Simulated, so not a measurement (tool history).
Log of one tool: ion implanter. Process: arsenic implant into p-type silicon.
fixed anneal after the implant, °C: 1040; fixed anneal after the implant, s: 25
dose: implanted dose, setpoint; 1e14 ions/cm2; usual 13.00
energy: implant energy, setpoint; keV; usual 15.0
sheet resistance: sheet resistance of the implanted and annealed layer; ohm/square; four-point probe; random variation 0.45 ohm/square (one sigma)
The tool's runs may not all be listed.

run	hour	dose	energy	wafers since the last listed run	hours since the last dose calibration	hours since the extraction supply was calibrated	hours since the gauge calibration	read-back reference wafer on the same gauge, sheet resistance	sheet resistance
1	0.0	13.00	15.0	0	308.8	2021.0	883.4	128.05	114.15
2	89.0	13.00	15.0	2483	397.8	2110.0	972.4	128.13	114.60
3	132.8	13.00	15.0	1222	441.6	2153.8	1016.2	128.06	114.49
# hour 145.7: Faraday cup replaced and dose calibrated
4	237.3	13.00	15.0	2693	91.6	2258.3	1120.7	128.07	113.19
5	302.4	13.00	15.0	1816	156.7	2323.4	1185.8	127.99	113.21
6	339.3	13.00	17.5	1029	193.6	2360.3	1222.7	127.95	112.72
7	424.3	13.00	17.5	2372	278.6	2445.3	1307.7	128.00	112.22
8	528.8	13.00	17.5	2916	383.1	2549.8	1412.2	127.92	112.31
# hour 531.1: gauge calibrated
9	612.4	13.00	15.0	2333	466.7	2633.4	81.3	127.93	114.75
# hour 651.3: Faraday cup replaced and dose calibrated
10	689.4	13.00	15.0	1925	38.1	2710.4	158.3	128.03	113.25
11	744.9	13.00	15.0	1548	93.6	2765.9	213.8	127.99	113.70
12	816.1	15.91	12.0	1987	164.8	2837.1	285.0	128.01	105.55
13	867.2	13.00	15.0	1426	215.9	2888.2	336.1	128.11	113.79
14	1023.2	16.87	13.5	4353	371.9	3044.2	492.1	127.94	102.35
15	1088.1	14.02	13.0	1811	436.8	3109.1	557.0	127.98	110.87
# hour 1147.2: Faraday cup replaced and dose calibrated
16	1147.7	16.02	19.5	1440	0.5	3168.7	616.6	128.04	98.33
# hour 1206.9: extraction supply calibrated
17	1224.3	9.42	15.0	1914	77.1	17.4	693.2	127.95	137.32
18	1321.2	11.06	10.5	2704	174.0	114.3	790.1	127.97	127.43
19	1395.6	16.87	13.5	2076	248.4	188.7	864.5	128.07	102.22
20	1441.3	16.30	16.5	1275	294.1	234.4	910.2	127.96	100.83
21	1483.9	13.00	15.0	1188	336.7	277.0	952.8	128.07	114.15
22	1577.9	13.00	15.0	2623	430.7	371.0	1046.8	127.93	114.15

Forecast each of these 5 alternatives for the next run:
A	1578.3	13.00	19.5	11	431.1	371.4	1047.2	?	?
B	1578.3	11.22	10.0	11	431.1	371.4	1047.2	?	?
C	1578.3	16.86	20.0	11	431.1	371.4	1047.2	?	?
D	1578.3	16.69	13.5	11	431.1	371.4	1047.2	?	?
E	1578.3	13.00	17.0	11	431.1	371.4	1047.2	?	?

run	read-back reference wafer on the same gauge, sheet resistance	sheet resistance
A	128.03	111.50
B	128.03	127.82
C	128.03	97.48
D	128.03	102.53
E	128.03	113.17
Without the tool's hidden state the same runs would have given:
run	sheet resistance
A	109.13
B	124.88
C	95.82
D	100.92
E	110.81

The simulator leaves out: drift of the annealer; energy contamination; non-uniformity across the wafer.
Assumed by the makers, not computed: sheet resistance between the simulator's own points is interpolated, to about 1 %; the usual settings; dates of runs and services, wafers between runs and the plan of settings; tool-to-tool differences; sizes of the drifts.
